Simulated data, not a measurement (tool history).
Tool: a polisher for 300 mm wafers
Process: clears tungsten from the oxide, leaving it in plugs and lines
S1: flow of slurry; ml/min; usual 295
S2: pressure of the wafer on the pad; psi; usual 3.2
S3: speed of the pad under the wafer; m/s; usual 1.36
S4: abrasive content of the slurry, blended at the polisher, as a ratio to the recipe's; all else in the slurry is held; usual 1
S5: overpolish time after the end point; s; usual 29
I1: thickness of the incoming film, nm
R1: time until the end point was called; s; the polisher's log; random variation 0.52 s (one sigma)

| run | day | S1 | S2 | S3 | S4 | S5 | I1 | R1 |
|---|---|---|---|---|---|---|---|---|
| 1 | 0 | 295 | 2.4 | 1.36 | 1 | 29 | 318.9 | 82.1 |
|  | 2.238 | worn pad replaced by a new one |
| 2 | 3.033 | 295 | 3.2 | 1.36 | 0.7 | 29 | 318.2 | 66.6 |
| 3 | 4.929 | 295 | 3.2 | 1.36 | 1 | 29 | 321.1 | 61.5 |
| 4 | 6.896 | 390 | 3.2 | 1.36 | 1 | 29 | 323.5 | 59.6 |
| 5 | 11.146 | 240 | 3.2 | 1.36 | 1 | 29 | 326.1 | 64.3 |
| 6 | 14.833 | 295 | 2.5 | 1.36 | 1.15 | 16 | 319.9 | 74.3 |
|  | 17.275 | slurry nozzle cleaned |
| 7 | 21.408 | 295 | 3.2 | 1.36 | 1 | 29 | 319.4 | 60.5 |
|  | 21.567 | head pressure recalibrated |
|  | 21.767 | slurry tank refilled with fresh slurry and peroxide |
| 8 | 23.212 | 295 | 3.2 | 1.36 | 1 | 29 | 324.3 | 65.1 |
| 9 | 24.729 | 295 | 3.2 | 1.36 | 1 | 29 | 317.5 | 62.3 |
| 10 | 26.742 | 380 | 3.2 | 1.5 | 1.2 | 29 | 316.1 | 53.1 |
| 11 | 28.283 | 295 | 3.2 | 1.36 | 0.9 | 38 | 324.9 | 64.2 |
|  | 28.746 | slurry blender recalibrated |
| 12 | 32.638 | 295 | 2.7 | 1.36 | 0.85 | 29 | 326.4 | 76.8 |
|  | 35.742 | worn pad replaced by a new one |
| 13 | 41.188 | 295 | 3.2 | 1.36 | 1 | 29 | 322.9 | 61.2 |
| 14 | 45.525 | 295 | 3.2 | 1.36 | 1 | 13 | 320.6 | 60.3 |
|  | 49.092 | slurry nozzle cleaned |
| 15 | 49.921 | 295 | 2.6 | 1.18 | 1.1 | 19 | 324.3 | 81.1 |
| 16 | 52.338 | 295 | 4.1 | 1.52 | 1 | 29 | 318.3 | 43.6 |
| 17 | 55.796 | 230 | 3.2 | 0.9 | 1 | 29 | 313.9 | 81.5 |
|  | 56.225 | slurry tank refilled with fresh slurry and peroxide |
|  | 59.167 | head pressure recalibrated |
| 18 | 59.3 | 255 | 3.2 | 1.36 | 1 | 29 | 324.5 | 65.7 |
|  | 60.688 | slurry blender recalibrated |
| 19 | 63.104 | 295 | 2.5 | 1.36 | 1.1 | 29 | 318.9 | 78.3 |
|  | 65.767 | worn pad replaced by a new one |
| 20 | 66.062 | 240 | 3.2 | 1.36 | 1.15 | 29 | 323.9 | 62.3 |
| 21 | 69.421 | 330 | 3.2 | 1.02 | 1 | 29 | 323.5 | 76.1 |
| 22 | 71.775 | 295 | 3.2 | 1.36 | 1 | 29 | 316.1 | 60.9 |
| 23 | 75.433 | 295 | 3.2 | 1.72 | 1 | 29 | 318.3 | 51.6 |
| 24 | 78.608 | 295 | 3.8 | 1.36 | 1 | 29 | 316.6 | 51.1 |
|  | 80.254 | slurry nozzle cleaned |
| 25 | 80.962 | 295 | 3.2 | 1.36 | 1 | 29 | 319.4 | 61.7 |
| 26 | 83.483 | 295 | 3.2 | 1.36 | 1 | 16 | 317.9 | 60.7 |

4 ways to go on from here, each from the tool as it stands after run 26. What would each give?
| A | 83.5 | 295 | 3.2 | 1.36 | 0.8 | 29 | 323.3 | ? |
| B | 83.5 | 295 | 3.2 | 1.36 | 0.9 | 29 | 323.3 | ? |
| C | 83.5 | 295 | 3.2 | 1.36 | 1.15 | 29 | 323.3 | ? |
| D | 83.5 | 215 | 2.7 | 1.36 | 1 | 29 | 323.3 | ? |

| run | R1 |
|---|---|
| A | 65.1 |
| B | 63.2 |
| C | 59.4 |
| D | 75.7 |
Without the tool's hidden state the same runs would have given:
| run | R1 |
|---|---|
| A | 67.4 |
| B | 65.4 |
| C | 61.5 |
| D | 78.3 |
